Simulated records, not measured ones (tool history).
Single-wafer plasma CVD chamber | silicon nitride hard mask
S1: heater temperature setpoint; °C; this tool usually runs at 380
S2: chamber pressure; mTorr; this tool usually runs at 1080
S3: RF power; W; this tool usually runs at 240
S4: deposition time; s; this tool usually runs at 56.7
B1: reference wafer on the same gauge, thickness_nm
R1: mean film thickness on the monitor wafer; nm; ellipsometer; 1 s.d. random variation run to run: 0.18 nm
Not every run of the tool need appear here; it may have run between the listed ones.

Run 1, day 0: usual settings; B1 51.349. Result: R1 55.264 nm.
Run 2, day 1.088: usual settings but S3 260 W; B1 51.337. Result: R1 59.385 nm.
Run 3, day 3.825: usual settings but S3 260 W; B1 51.338. Result: R1 59.772 nm.
At day 4.354: capacitance manometer re-zeroed and calibrated.
Run 4, day 5.092: usual settings but S2 870 mTorr; B1 51.297. Result: R1 47.039 nm.
Run 5, day 6.354: usual settings but S2 870 mTorr; B1 51.276. Result: R1 46.913 nm.
Run 6, day 7.579: usual settings but S2 870 mTorr; B1 51.308. Result: R1 46.878 nm.
Run 7, day 9.438: usual settings but S2 880 mTorr, S4 47.5 s; B1 51.268. Result: R1 39.565 nm.
At day 11.246: thermocouple changed; heater temperature recalibrated.
Run 8, day 11.267: usual settings but S4 63.4 s; B1 51.302. Result: R1 59.588 nm.
Run 9, day 12.3: usual settings but S4 47.4 s; B1 51.351. Result: R1 44.838 nm.
Run 10, day 14.388: usual settings but S1 375 °C, S2 960 mTorr, S3 210 W, S4 48.4 s; B1 51.335. Result: R1 37.238 nm.
Run 11, day 15.625: usual settings; B1 51.239. Result: R1 53.201 nm.
Run 12, day 18.504: usual settings but S2 1330 mTorr, S4 46.6 s; B1 51.295. Result: R1 48.341 nm.
Run 13, day 21.167: usual settings but S2 870 mTorr; B1 51.248. Result: R1 46.853 nm.
Run 14, day 22.288: usual settings; B1 51.289. Result: R1 53.659 nm.
Run 15, day 24.992: usual settings but S1 374 °C, S2 1170 mTorr, S3 285 W, S4 51.1 s; B1 51.333. Result: R1 58.76 nm.
Run 16, day 27.608: usual settings; B1 51.294. Result: R1 53.575 nm.
At day 28.817: showerhead replaced.
Run 17, day 28.996: usual settings but S1 375 °C, S2 960 mTorr, S3 210 W, S4 48.4 s; B1 51.35. Result: R1 37.403 nm.
Run 18, day 31.175: usual settings but S2 870 mTorr; B1 51.288. Result: R1 46.823 nm.
Run 19, day 38.933: usual settings but S1 372 °C, S2 1000 mTorr, S3 200 W; B1 51.336. Result: R1 42.595 nm.
Run 20, day 41.058: usual settings but S2 870 mTorr; B1 51.311. Result: R1 47.339 nm.
Run 21, day 43.658: usual settings; B1 51.262. Result: R1 54.067 nm.
Run 22, day 46.146: usual settings but S2 880 mTorr, S4 64.7 s; B1 51.273. Result: R1 54.266 nm.

Estimate the outcome of run 23 from the log above:
At day 46.658: thermocouple changed; heater temperature recalibrated.
Run 23, day 47.975: usual settings but S1 390 °C, S3 215 W, S4 67.5 s; B1 ?. Result: R1 ?.

{"run 23": {"B1": 51.315, "R1": 57.182}}
With the hidden condition absent and the run-to-run variation left alone, this run would have shown R1 56.656 nm.
